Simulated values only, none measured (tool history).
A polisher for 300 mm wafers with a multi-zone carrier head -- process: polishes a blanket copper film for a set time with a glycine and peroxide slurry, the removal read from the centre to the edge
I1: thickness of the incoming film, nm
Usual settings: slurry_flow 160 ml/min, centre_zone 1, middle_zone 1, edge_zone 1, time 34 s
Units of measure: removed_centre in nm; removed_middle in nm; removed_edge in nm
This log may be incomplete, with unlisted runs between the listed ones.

run 1 hour=0 | slurry_flow=160 centre_zone=1 middle_zone=1 edge_zone=1 time=34 | I1=2243.4 | removed_centre=239.2 removed_middle=235.2 removed_edge=243.9
-- hour=8.1 centre zone pressure recalibrated
-- hour=55.1 edge zone pressure recalibrated
run 2 hour=74.9 | slurry_flow=160 centre_zone=1 middle_zone=1 edge_zone=1 time=34 | I1=2283.1 | removed_centre=235.4 removed_middle=230.1 removed_edge=233.9
run 3 hour=140.4 | slurry_flow=160 centre_zone=1 middle_zone=1 edge_zone=1 time=34 | I1=2226.9 | removed_centre=229.9 removed_middle=225.7 removed_edge=235.1
run 4 hour=245.8 | slurry_flow=160 centre_zone=1 middle_zone=1 edge_zone=1 time=34 | I1=2293.4 | removed_centre=223.3 removed_middle=221.7 removed_edge=223.7
run 5 hour=335.1 | slurry_flow=160 centre_zone=1 middle_zone=1 edge_zone=1 time=34 | I1=2232.4 | removed_centre=222.4 removed_middle=224 removed_edge=226.8
-- hour=378.8 worn pad replaced by a new one
run 6 hour=386.4 | slurry_flow=160 centre_zone=1 middle_zone=1 edge_zone=1 time=34 | I1=2292.3 | removed_centre=245.6 removed_middle=242.9 removed_edge=251.5
-- hour=460.8 centre zone pressure recalibrated
run 7 hour=543.9 | slurry_flow=160 centre_zone=1 middle_zone=1 edge_zone=1 time=34 | I1=2261.7 | removed_centre=231.2 removed_middle=223 removed_edge=232.9
-- hour=579.9 slurry nozzle cleaned
-- hour=580.4 edge zone pressure recalibrated
run 8 hour=581.2 | slurry_flow=160 centre_zone=1 middle_zone=1 edge_zone=1 time=34 | I1=2259.3 | removed_centre=225.5 removed_middle=226.9 removed_edge=228.8
run 9 hour=678.8 | slurry_flow=115 centre_zone=1.07 middle_zone=1.1 edge_zone=1 time=29 | I1=2291.6 | removed_centre=188.8 removed_middle=192.6 removed_edge=182.7
run 10 hour=762.8 | slurry_flow=160 centre_zone=1 middle_zone=0.94 edge_zone=1 time=31 | I1=2276.3 | removed_centre=201 removed_middle=191.9 removed_edge=201.5
run 11 hour=841.5 | slurry_flow=185 centre_zone=1.05 middle_zone=1.09 edge_zone=1 time=45 | I1=2263.5 | removed_centre=307.8 removed_middle=323.5 removed_edge=300
-- hour=867.3 worn pad replaced by a new one
run 12 hour=890 | slurry_flow=160 centre_zone=1.06 middle_zone=1.03 edge_zone=1.07 time=27 | I1=2279.4 | removed_centre=205.5 removed_middle=199.5 removed_edge=210.7
-- hour=945.3 centre zone pressure recalibrated
run 13 hour=992.8 | slurry_flow=160 centre_zone=1 middle_zone=1 edge_zone=1 time=34 | I1=2267.1 | removed_centre=239.1 removed_middle=233.5 removed_edge=240.9
run 14 hour=1076.1 | slurry_flow=160 centre_zone=0.92 middle_zone=0.89 edge_zone=1 time=34 | I1=2293.9 | removed_centre=211.7 removed_middle=205.6 removed_edge=230.5
run 15 hour=1135.4 | slurry_flow=160 centre_zone=1 middle_zone=1 edge_zone=1 time=34 | I1=2210.2 | removed_centre=225.5 removed_middle=227.8 removed_edge=231.5
-- hour=1186.4 carrier head's membrane replaced by a new one
-- hour=1234.9 edge zone pressure recalibrated
run 16 hour=1241.1 | slurry_flow=160 centre_zone=0.92 middle_zone=1 edge_zone=1 time=34 | I1=2267.5 | removed_centre=206 removed_middle=223.7 removed_edge=228.2
-- hour=1254.4 slurry nozzle cleaned
run 17 hour=1277.6 | slurry_flow=160 centre_zone=1 middle_zone=1 edge_zone=1 time=41 | I1=2256.9 | removed_centre=269.1 removed_middle=273.2 removed_edge=273.1
run 18 hour=1358.8 | slurry_flow=190 centre_zone=0.89 middle_zone=0.89 edge_zone=1 time=45 | I1=2225.2 | removed_centre=269.8 removed_middle=277.2 removed_edge=309.2
-- hour=1365.5 worn pad replaced by a new one
-- hour=1416.4 centre zone pressure recalibrated
run 19 hour=1421.6 | slurry_flow=160 centre_zone=1 middle_zone=1 edge_zone=1 time=34 | I1=2251.6 | removed_centre=242.2 removed_middle=239.2 removed_edge=247.5
run 20 hour=1460.2 | slurry_flow=160 centre_zone=1 middle_zone=1 edge_zone=1 time=34 | I1=2214.4 | removed_centre=238.6 removed_middle=236.6 removed_edge=239.8
run 21 hour=1535.8 | slurry_flow=160 centre_zone=1 middle_zone=0.95 edge_zone=0.91 time=34 | I1=2240.7 | removed_centre=229.9 removed_middle=221.8 removed_edge=224.9
run 22 hour=1595.8 | slurry_flow=160 centre_zone=0.94 middle_zone=1 edge_zone=0.94 time=34 | I1=2258.8 | removed_centre=213.7 removed_middle=230.3 removed_edge=225.3
run 23 hour=1703.3 | slurry_flow=125 centre_zone=1 middle_zone=0.89 edge_zone=1.07 time=24 | I1=2296.8 | removed_centre=153.2 removed_middle=137.3 removed_edge=162.3

Below, some changes in removed_centre between adjacent runs. For each, the amount present without the hidden state too (settings, incoming material, random variation) and the amount remaining for the hidden state with gauge scatter not shared by both compared results:
The hidden state here: removal rate lost through wear of the pad, %; slurry flow missing at the pad, %; deviation of the centre zone's pressure from its setpoint, %; deviation of the edge zone's pressure from its setpoint, %.
Run 10 -> 11: slurry_flow 160 -> 185, centre_zone 1 -> 1.05, middle_zone 0.94 -> 1.09, time 31 -> 45. removed_centre +106.8 nm: hidden state -16.4, all else +123.2.
Run 11 -> 12: slurry_flow 185 -> 160, centre_zone 1.05 -> 1.06, middle_zone 1.09 -> 1.03, edge_zone 1 -> 1.07, time 45 -> 27, worn pad replaced by a new one. removed_centre -102.3 nm: hidden state +40.2, all else -142.5.
Run 18 -> 19: slurry_flow 190 -> 160, centre_zone 0.89 -> 1, middle_zone 0.89 -> 1, time 45 -> 34, worn pad replaced by a new one, centre zone pressure recalibrated. removed_centre -27.6 nm: hidden state +26.1, all else -53.7.
